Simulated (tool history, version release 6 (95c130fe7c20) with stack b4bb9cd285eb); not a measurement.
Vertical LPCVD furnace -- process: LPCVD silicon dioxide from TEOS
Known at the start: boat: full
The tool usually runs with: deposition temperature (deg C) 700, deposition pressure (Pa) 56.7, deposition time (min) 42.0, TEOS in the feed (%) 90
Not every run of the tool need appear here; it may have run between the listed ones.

run   hour  deposition temperature (deg C)  deposition pressure (Pa)  deposition time (min)  TEOS in the feed (%)  wafers since the last listed run  hours since the last temperature calibration  hours since the pressure gauge was zeroed  hours since the TEOS flow controller was replaced  hours since the gauge calibration  read-back reference wafer on the same gauge, thickness  film thickness on the monitor wafer in the middle of the boat (Å)
  1    0.0                             693                      56.7                   42.0                    90                                 0                                        3328.9                                     4543.7                                             2999.1                               26.5                                                  427.85                                                             3902.3
  2   15.5                             693                      56.7                   42.0                    90                               181                                        3344.4                                     4559.2                                             3014.6                               42.0                                                  427.86                                                             3907.4
  3   24.6                             693                      56.7                   42.0                    90                               106                                        3353.5                                     4568.3                                             3023.7                               51.1                                                  428.23                                                             3888.5
  4   32.1                             696                      56.7                   42.0                    90                                88                                        3361.0                                     4575.8                                             3031.2                               58.6                                                  427.86                                                             4170.8
  5   41.8                             700                      56.7                   42.0                    90                               113                                        3370.7                                     4585.5                                             3040.9                               68.3                                                  428.01                                                             4571.1
  6   58.5                             700                      56.7                   42.0                    90                               196                                        3387.4                                     4602.2                                             3057.6                               85.0                                                  428.03                                                             4582.7
  7   67.2                             700                      56.7                   42.0                    83                               102                                        3396.1                                     4610.9                                             3066.3                               93.7                                                  428.11                                                             4377.4
  8   75.1                             700                      56.7                   42.0                    83                                92                                        3404.0                                     4618.8                                             3074.2                              101.6                                                  427.57                                                             4394.5
  9   85.0                             700                      56.7                   42.0                    90                               116                                        3413.9                                     4628.7                                             3084.1                              111.5                                                  428.28                                                             4584.0
 10   97.3                             700                      56.7                   42.0                    90                               144                                        3426.2                                     4641.0                                             3096.4                              123.8                                                  428.24                                                             4586.7
 11  106.5                             700                      56.7                   42.0                    90                               107                                        3435.4                                     4650.2                                             3105.6                              133.0                                                  427.71                                                             4601.3
 12  117.3                             700                      56.7                   42.0                    90                               126                                        3446.2                                     4661.0                                             3116.4                              143.8                                                  428.06                                                             4604.9
 13  154.5                             700                      56.7                   42.0                    81                               436                                        3483.4                                     4698.2                                             3153.6                              181.0                                                  427.54                                                             4363.1
 14  164.6                             700                      56.7                   42.0                    81                               118                                        3493.5                                     4708.3                                             3163.7                              191.1                                                  427.62                                                             4364.2
     193.3  -- thermocouples replaced and temperature profile calibrated
     205.9  -- pressure gauge zeroed
     216.5  -- TEOS flow controller replaced
 15  217.0                             700                      56.7                   42.0                    82                                60                                          23.7                                       11.1                                                0.5                              243.5                                                  428.20                                                             4611.9
 16  221.0                             700                      69.3                   42.0                    97                                46                                          27.7                                       15.1                                                4.5                              247.5                                                  427.76                                                             5511.7
 17  225.0                             711                      56.7                   42.0                    82                                46                                          31.7                                       19.1                                                8.5                              251.5                                                  428.24                                                             5901.2
 18  229.0                             689                      43.3                   53.5                    90                                46                                          35.7                                       23.1                                               12.5                              255.5                                                  427.93                                                             4137.9
 19  233.0                             695                      56.7                   42.0                    90                                46                                          39.7                                       27.1                                               16.5                              259.5                                                  428.25                                                             4280.7
     276.0  -- thermocouples replaced and temperature profile calibrated, repeated, since the last time left the tool worse
 20  281.5                             697                      52.7                   32.0                    97                               287                                           5.5                                       75.6                                               65.0                              308.0                                                  427.75                                                             3042.9
 21  293.6                             691                      44.0                   56.5                    97                               142                                          17.6                                       87.7                                               77.1                              320.1                                                  428.27                                                             4266.3
 22  307.7                             700                      44.0                   42.0                    90                               165                                          31.7                                      101.8                                               91.2                              334.2                                                  427.72                                                             3772.3
 23  319.2                             711                      56.7                   42.0                    82                               134                                          43.2                                      113.3                                              102.7                              345.7                                                  428.11                                                             5254.2
     324.0  -- gauge calibrated
 24  331.3                             700                      64.0                   51.0                    97                               142                                          55.3                                      125.4                                              114.8                                7.3                                                  427.83                                                             5738.8
 25  343.4                             691                      44.0                   56.5                    97                               142                                          67.4                                      137.5                                              126.9                               19.4                                                  427.52                                                             4269.2
 26  359.1                             700                      56.7                   42.0                    90                               184                                          83.1                                      153.2                                              142.6                               35.1                                                  428.11                                                             4276.2
 27  368.7                             707                      51.3                   42.0                    90                               112                                          92.7                                      162.8                                              152.2                               44.7                                                  428.40                                                             4801.2
 28  380.9                             700                      56.7                   42.0                    90                               143                                         104.9                                      175.0                                              164.4                               56.9                                                  427.99                                                             4285.2
 29  396.7                             707                      44.7                   42.0                    83                               185                                         120.7                                      190.8                                              180.2                               72.7                                                  427.79                                                             4289.8
 30  407.3                             700                      56.7                   42.0                    90                               124                                         131.3                                      201.4                                              190.8                               83.3                                                  427.75                                                             4280.4

3 options for the next run, each taken on its own from the tool as it stands now. Forecast them:
  A  411.4                             700                      56.7                   42.0                    97                                48                                         135.4                                      205.5                                              194.9                               87.4                                                       ?                                                                  ?
  B  411.4                             695                      46.0                   42.0                    78                                48                                         135.4                                      205.5                                              194.9                               87.4                                                       ?                                                                  ?
  C  411.4                             705                      68.7                   34.0                    73                                48                                         135.4                                      205.5                                              194.9                               87.4                                                       ?                                                                  ?

run  read-back reference wafer on the same gauge, thickness  film thickness on the monitor wafer in the middle of the boat (Å)
  A                                                  428.41                                                             4441.7
  B                                                  428.41                                                             3192.8
  C                                                  428.41                                                             3854.7
Stripped of hidden state, with their random variation kept, the same runs would have yielded:
run  film thickness on the monitor wafer in the middle of the boat (Å)
  A                                                             4422.2
  B                                                             3178.7
  C                                                             3837.9
